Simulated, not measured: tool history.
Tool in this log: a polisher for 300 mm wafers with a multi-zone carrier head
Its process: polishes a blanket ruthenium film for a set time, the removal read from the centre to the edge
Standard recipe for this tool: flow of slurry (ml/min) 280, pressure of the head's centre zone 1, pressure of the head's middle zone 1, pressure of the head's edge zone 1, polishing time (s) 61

run   hour  flow of slurry (ml/min)  pressure of the head's centre zone  pressure of the head's middle zone  pressure of the head's edge zone  polishing time (s)  incoming thickness of the incoming film, nm  film removed at the wafer's centre (angstrom)  film removed at mid-radius (angstrom)  film removed at the wafer's edge (angstrom)
  1      0                      220                                   1                                   1                                 1                  61                                        257.9                                            751                                    750                                          765
  2   15.7                      220                                   1                                   1                                 1                  61                                        258.4                                            723                                    741                                          757
  3     45                      280                                   1                                   1                                 1                  61                                        261.4                                            757                                    746                                          772
      61.3  -- worn pad replaced by a new one
  4   73.6                      280                                   1                                   1                                 1                  61                                        255.6                                            787                                    775                                          807
  5   88.4                      280                                   1                                   1                                 1                  61                                        262.9                                            766                                    762                                          792
  6  108.1                      280                                   1                                   1                                 1                  61                                        256.5                                            749                                    749                                          763
     116.6  -- slurry nozzle cleaned
     119.1  -- carrier head's membrane replaced by a new one
  7  141.2                      280                                   1                                   1                                 1                  61                                        260.6                                            792                                    783                                          789
     149.2  -- worn pad replaced by a new one
  8  164.1                      280                                   1                                   1                                 1                  61                                        259.6                                            828                                    812                                          835
  9  176.2                      280                                0.89                                   1                                 1                  55                                        257.5                                            648                                    721                                          746
       194  -- centre zone pressure recalibrated
 10  201.6                      280                                0.89                                   1                                 1                  55                                        264.7                                            632                                    698                                          704
     221.3  -- worn pad replaced by a new one
 11  235.8                      325                                0.92                                   1                              1.06                  45                                        259.2                                            556                                    597                                          618
 12    253                      280                                1.09                                   1                                 1                  61                                        261.1                                            853                                    767                                          807
     273.4  -- edge zone pressure recalibrated
 13  279.2                      280                                   1                                1.11                                 1                  61                                        256.7                                            764                                    814                                          787
       299  -- worn pad replaced by a new one
 14  308.2                      280                                   1                                   1                              1.06                  61                                        257.2                                            811                                    802                                          851
 15  336.4                      350                                0.94                                   1                                 1                  61                                        260.4                                            753                                    791                                          795
 16  369.8                      280                                1.05                                   1                                 1                  68                                        261.6                                            892                                    834                                          856
     379.9  -- worn pad replaced by a new one
 17  387.9                      280                                   1                                   1                                 1                  61                                          263                                            797                                    781                                          806

4 ways to go on from here, each from the tool as it stands after run 17. What would each give?
  A  388.3                      280                                   1                                   1                                 1                  53                                        257.1                                              ?                                      ?                                            ?
  B  388.3                      230                                   1                                0.94                              1.08                  68                                        257.1                                              ?                                      ?                                            ?
  C  388.3                      280                                0.91                                0.94                                 1                  61                                        257.1                                              ?                                      ?                                            ?
  D  388.3                      315                                   1                                   1                                 1                  45                                        257.1                                              ?                                      ?                                            ?

run  film removed at the wafer's centre (angstrom)  film removed at mid-radius (angstrom)  film removed at the wafer's edge (angstrom)
  A                                            696                                    676                                          705
  B                                            856                                    804                                          914
  C                                            728                                    749                                          812
  D                                            603                                    585                                          607
Without the tool's unlogged condition, the same runs would have read:
run  film removed at the wafer's centre (angstrom)  film removed at mid-radius (angstrom)  film removed at the wafer's edge (angstrom)
  A                                            757                                    732                                          753
  B                                            944                                    881                                          985
  C                                            792                                    811                                          867
  D                                            652                                    629                                          646

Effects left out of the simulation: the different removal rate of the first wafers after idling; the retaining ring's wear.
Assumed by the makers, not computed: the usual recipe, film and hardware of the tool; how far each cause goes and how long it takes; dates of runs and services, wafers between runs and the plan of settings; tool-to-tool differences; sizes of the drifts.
